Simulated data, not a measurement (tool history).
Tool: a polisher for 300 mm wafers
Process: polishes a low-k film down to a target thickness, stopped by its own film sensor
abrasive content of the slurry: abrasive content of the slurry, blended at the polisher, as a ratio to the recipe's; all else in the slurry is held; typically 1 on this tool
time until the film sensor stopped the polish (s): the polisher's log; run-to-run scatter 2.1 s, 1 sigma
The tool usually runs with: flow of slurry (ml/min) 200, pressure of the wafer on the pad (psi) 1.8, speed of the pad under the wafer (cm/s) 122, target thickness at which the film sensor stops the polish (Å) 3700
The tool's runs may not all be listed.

| run | day | flow of slurry (ml/min) | pressure of the wafer on the pad (psi) | speed of the pad under the wafer (cm/s) | abrasive content of the slurry | target thickness at which the film sensor stops the polish (Å) | wafers since the last listed run | wafers polished on this pad | hours since the slurry nozzle was cleaned | hours since the head pressure was calibrated | hours since the slurry blender was calibrated | hours since the conditioning disc was replaced | incoming thickness of the incoming film, nm | time until the film sensor stopped the polish (s) |
|---|---|---|---|---|---|---|---|---|---|---|---|---|---|---|
| 1 | 0 | 200 | 1.8 | 122 | 1 | 3700 | 0 | 369 | 242.8 | 479 | 232 | 146.9 | 448.2 | 212.4 |
| 2 | 2.633 | 200 | 1.8 | 122 | 1 | 3700 | 532 | 902 | 306 | 542.2 | 295.2 | 210.1 | 439 | 191.8 |
| 3 | 4.325 | 200 | 1.8 | 122 | 1 | 3700 | 342 | 1245 | 346.6 | 582.8 | 335.8 | 250.7 | 446.2 | 209.3 |
|  | 6.633 | slurry blender recalibrated |
| 4 | 7.262 | 200 | 1.8 | 122 | 1 | 3700 | 577 | 1822 | 417.1 | 653.3 | 15.1 | 321.2 | 437.4 | 185.6 |
|  | 8.567 | worn pad replaced by a new one |
| 5 | 8.638 | 230 | 1.8 | 152 | 1 | 3700 | 244 | 14 | 450.1 | 686.3 | 48.1 | 354.2 | 440.9 | 163 |
| 6 | 9.888 | 230 | 1.8 | 152 | 1 | 3700 | 252 | 267 | 480.1 | 716.3 | 78.1 | 384.2 | 445.6 | 173.7 |
|  | 11.408 | conditioning disc replaced and pad reconditioned |
| 7 | 11.758 | 200 | 1.8 | 122 | 1 | 3700 | 361 | 629 | 525 | 761.2 | 123 | 8.4 | 437.5 | 187.2 |
| 8 | 12.921 | 200 | 1.8 | 122 | 1 | 3700 | 235 | 864 | 552.9 | 789.1 | 150.9 | 36.3 | 439.7 | 194.9 |
| 9 | 15.592 | 200 | 1.8 | 122 | 1 | 3700 | 540 | 1404 | 617 | 853.2 | 215 | 100.4 | 442 | 199.7 |
|  | 16.054 | slurry nozzle cleaned |
|  | 17.238 | worn pad replaced by a new one |
| 10 | 18.288 | 200 | 1.8 | 122 | 1 | 3700 | 503 | 212 | 53.6 | 917.9 | 279.7 | 165.1 | 443 | 191.7 |
| 11 | 20.783 | 200 | 1.8 | 122 | 1 | 3760 | 505 | 717 | 113.5 | 977.8 | 339.6 | 225 | 437.5 | 163.3 |
| 12 | 22.775 | 200 | 1.8 | 122 | 1 | 3760 | 403 | 1120 | 161.3 | 1025.6 | 387.4 | 272.8 | 439.5 | 168.9 |
|  | 24.175 | slurry blender recalibrated |
| 13 | 25.721 | 200 | 1.8 | 122 | 1 | 3700 | 579 | 1699 | 232 | 1096.3 | 37.1 | 343.5 | 442.8 | 197.6 |
|  | 26.242 | worn pad replaced by a new one |
| 14 | 28.475 | 200 | 1.8 | 122 | 1 | 3700 | 523 | 452 | 298.1 | 1162.4 | 103.2 | 409.6 | 437.7 | 183.6 |
|  | 28.6 | conditioning disc replaced and pad reconditioned |
| 15 | 29.771 | 265 | 1.8 | 96 | 1 | 3700 | 245 | 697 | 329.2 | 1193.5 | 134.3 | 28.1 | 436 | 210.9 |
| 16 | 31.146 | 240 | 1.8 | 150 | 0.9 | 3490 | 278 | 975 | 362.2 | 1226.5 | 167.3 | 61.1 | 446.2 | 243.4 |
| 17 | 32.946 | 250 | 2.2 | 122 | 1 | 3700 | 364 | 1339 | 405.4 | 1269.7 | 210.5 | 104.3 | 443.2 | 160.6 |
|  | 33.992 | head pressure recalibrated |
|  | 35.1 | worn pad replaced by a new one |
| 18 | 35.904 | 200 | 1.8 | 122 | 1 | 3700 | 548 | 163 | 476.4 | 45.9 | 281.5 | 175.3 | 447.9 | 215 |
| 19 | 37.846 | 200 | 1.3 | 122 | 1 | 3840 | 392 | 556 | 523 | 92.5 | 328.1 | 221.9 | 439.2 | 217.5 |
| 20 | 39.604 | 200 | 1.3 | 160 | 0.9 | 3940 | 355 | 911 | 565.2 | 134.7 | 370.3 | 264.1 | 441.9 | 160.6 |

Estimate the outcome of run 21 from the log above:
| 21 | 40.833 | 155 | 1.8 | 122 | 1 | 3700 | 248 | 1160 | 594.7 | 164.2 | 399.8 | 293.6 | 443.4 | ? |

time until the film sensor stopped the polish (s): 213.9
Minus the tool's unlogged condition, the same run would have read time until the film sensor stopped the polish (s) 201.4.
